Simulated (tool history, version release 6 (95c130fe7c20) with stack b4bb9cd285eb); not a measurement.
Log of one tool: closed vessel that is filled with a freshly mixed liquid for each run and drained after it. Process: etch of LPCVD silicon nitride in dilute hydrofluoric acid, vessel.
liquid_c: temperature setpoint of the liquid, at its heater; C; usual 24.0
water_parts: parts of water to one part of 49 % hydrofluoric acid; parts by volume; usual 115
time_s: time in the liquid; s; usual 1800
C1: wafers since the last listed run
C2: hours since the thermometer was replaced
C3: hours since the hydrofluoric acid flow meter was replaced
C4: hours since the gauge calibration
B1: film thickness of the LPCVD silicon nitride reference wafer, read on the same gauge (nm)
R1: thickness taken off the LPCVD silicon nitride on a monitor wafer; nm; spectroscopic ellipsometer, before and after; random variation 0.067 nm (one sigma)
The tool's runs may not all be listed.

{"run": 1, "hour": 0.0, "liquid_c": 24.0, "water_parts": 70, "time_s": 1800, "C1": 0, "C2": 2640.8, "C3": 883.9, "C4": 316.7, "B1": 79.98, "R1": 11.92}
{"run": 2, "hour": 12.8, "liquid_c": 24.0, "water_parts": 115, "time_s": 1800, "C1": 478, "C2": 2653.6, "C3": 896.7, "C4": 329.5, "B1": 80.01, "R1": 7.32}
{"run": 3, "hour": 28.7, "liquid_c": 24.0, "water_parts": 115, "time_s": 2600, "C1": 594, "C2": 2669.5, "C3": 912.6, "C4": 345.4, "B1": 80.01, "R1": 10.43}
{"run": 4, "hour": 40.5, "liquid_c": 24.0, "water_parts": 115, "time_s": 2600, "C1": 441, "C2": 2681.3, "C3": 924.4, "C4": 357.2, "B1": 80.0, "R1": 10.59}
{"run": 5, "hour": 52.6, "liquid_c": 21.0, "water_parts": 130, "time_s": 1800, "C1": 452, "C2": 2693.4, "C3": 936.5, "C4": 369.3, "B1": 79.98, "R1": 5.31}
{"run": 6, "hour": 63.2, "liquid_c": 21.0, "water_parts": 130, "time_s": 1800, "C1": 396, "C2": 2704.0, "C3": 947.1, "C4": 379.9, "B1": 80.0, "R1": 5.39}
{"run": 7, "hour": 69.3, "liquid_c": 24.0, "water_parts": 115, "time_s": 1800, "C1": 228, "C2": 2710.1, "C3": 953.2, "C4": 386.0, "B1": 79.98, "R1": 7.27}
{"run": 8, "hour": 76.6, "liquid_c": 24.0, "water_parts": 155, "time_s": 1800, "C1": 273, "C2": 2717.4, "C3": 960.5, "C4": 393.3, "B1": 80.0, "R1": 5.44}
{"run": 9, "hour": 87.8, "liquid_c": 24.0, "water_parts": 115, "time_s": 1800, "C1": 418, "C2": 2728.6, "C3": 971.7, "C4": 404.5, "B1": 79.97, "R1": 7.21}
{"hour": 92.9, "done": "hydrofluoric acid flow meter replaced"}
{"run": 10, "hour": 97.9, "liquid_c": 24.0, "water_parts": 115, "time_s": 1800, "C1": 340, "C2": 2738.7, "C3": 5.0, "C4": 414.6, "B1": 80.02, "R1": 7.25}
{"hour": 109.5, "done": "gauge calibrated"}
{"run": 11, "hour": 111.3, "liquid_c": 24.0, "water_parts": 115, "time_s": 1800, "C1": 501, "C2": 2752.1, "C3": 18.4, "C4": 1.8, "B1": 80.0, "R1": 7.18}
{"run": 12, "hour": 127.8, "liquid_c": 24.0, "water_parts": 115, "time_s": 1800, "C1": 617, "C2": 2768.6, "C3": 34.9, "C4": 18.3, "B1": 79.95, "R1": 7.4}
{"run": 13, "hour": 144.4, "liquid_c": 24.0, "water_parts": 115, "time_s": 1800, "C1": 620, "C2": 2785.2, "C3": 51.5, "C4": 34.9, "B1": 79.98, "R1": 7.47}
{"run": 14, "hour": 157.9, "liquid_c": 21.0, "water_parts": 115, "time_s": 2705, "C1": 505, "C2": 2798.7, "C3": 65.0, "C4": 48.4, "B1": 80.03, "R1": 8.89}
{"run": 15, "hour": 175.3, "liquid_c": 24.0, "water_parts": 115, "time_s": 1800, "C1": 650, "C2": 2816.1, "C3": 82.4, "C4": 65.8, "B1": 80.0, "R1": 7.29}
{"run": 16, "hour": 187.2, "liquid_c": 24.0, "water_parts": 115, "time_s": 1800, "C1": 445, "C2": 2828.0, "C3": 94.3, "C4": 77.7, "B1": 80.01, "R1": 7.29}
{"run": 17, "hour": 204.4, "liquid_c": 24.0, "water_parts": 115, "time_s": 1800, "C1": 643, "C2": 2845.2, "C3": 111.5, "C4": 94.9, "B1": 80.01, "R1": 7.28}
{"run": 18, "hour": 210.7, "liquid_c": 26.5, "water_parts": 80, "time_s": 1800, "C1": 235, "C2": 2851.5, "C3": 117.8, "C4": 101.2, "B1": 80.04, "R1": 12.51}
{"run": 19, "hour": 226.3, "liquid_c": 20.0, "water_parts": 60, "time_s": 1405, "C1": 583, "C2": 2867.1, "C3": 133.4, "C4": 116.8, "B1": 80.0, "R1": 8.27}
{"run": 20, "hour": 237.9, "liquid_c": 24.0, "water_parts": 130, "time_s": 2090, "C1": 433, "C2": 2878.7, "C3": 145.0, "C4": 128.4, "B1": 79.98, "R1": 7.47}
{"run": 21, "hour": 284.5, "liquid_c": 24.0, "water_parts": 130, "time_s": 2090, "C1": 1743, "C2": 2925.3, "C3": 191.6, "C4": 175.0, "B1": 80.0, "R1": 7.48}
{"hour": 294.6, "done": "thermometer replaced"}
{"run": 22, "hour": 298.8, "liquid_c": 24.0, "water_parts": 115, "time_s": 2875, "C1": 497, "C2": 4.2, "C3": 205.9, "C4": 189.3, "B1": 79.99, "R1": 11.63}
{"run": 23, "hour": 310.6, "liquid_c": 19.5, "water_parts": 95, "time_s": 1800, "C1": 441, "C2": 16.0, "C3": 217.7, "C4": 201.1, "B1": 80.0, "R1": 6.55}
{"run": 24, "hour": 327.0, "liquid_c": 24.0, "water_parts": 115, "time_s": 730, "C1": 613, "C2": 32.4, "C3": 234.1, "C4": 217.5, "B1": 79.98, "R1": 2.98}
{"run": 25, "hour": 333.1, "liquid_c": 24.0, "water_parts": 115, "time_s": 1800, "C1": 228, "C2": 38.5, "C3": 240.2, "C4": 223.6, "B1": 80.03, "R1": 7.36}
{"run": 26, "hour": 345.1, "liquid_c": 26.0, "water_parts": 115, "time_s": 1800, "C1": 448, "C2": 50.5, "C3": 252.2, "C4": 235.6, "B1": 79.98, "R1": 8.44}
{"run": 27, "hour": 352.1, "liquid_c": 20.5, "water_parts": 95, "time_s": 2375, "C1": 261, "C2": 57.5, "C3": 259.2, "C4": 242.6, "B1": 79.99, "R1": 9.22}
{"run": 28, "hour": 363.3, "liquid_c": 19.0, "water_parts": 140, "time_s": 2185, "C1": 418, "C2": 68.7, "C3": 270.4, "C4": 253.8, "B1": 79.98, "R1": 5.26}
{"run": 29, "hour": 378.7, "liquid_c": 20.0, "water_parts": 115, "time_s": 1800, "C1": 576, "C2": 84.1, "C3": 285.8, "C4": 269.2, "B1": 80.03, "R1": 5.56}
{"run": 30, "hour": 393.5, "liquid_c": 24.0, "water_parts": 165, "time_s": 1800, "C1": 553, "C2": 98.9, "C3": 300.6, "C4": 284.0, "B1": 80.01, "R1": 5.13}
{"run": 31, "hour": 406.0, "liquid_c": 28.5, "water_parts": 115, "time_s": 1800, "C1": 467, "C2": 111.4, "C3": 313.1, "C4": 296.5, "B1": 79.98, "R1": 9.85}
{"run": 32, "hour": 420.9, "liquid_c": 24.0, "water_parts": 150, "time_s": 1800, "C1": 557, "C2": 126.3, "C3": 328.0, "C4": 311.4, "B1": 79.97, "R1": 5.59}

What the log doesn't show, run by run:
liquid hotter than its thermometer reads (K): 0 in every run
hydrofluoric acid flow below the setpoint (%): 0 in every run
gauge reads high (%): 0 in every run

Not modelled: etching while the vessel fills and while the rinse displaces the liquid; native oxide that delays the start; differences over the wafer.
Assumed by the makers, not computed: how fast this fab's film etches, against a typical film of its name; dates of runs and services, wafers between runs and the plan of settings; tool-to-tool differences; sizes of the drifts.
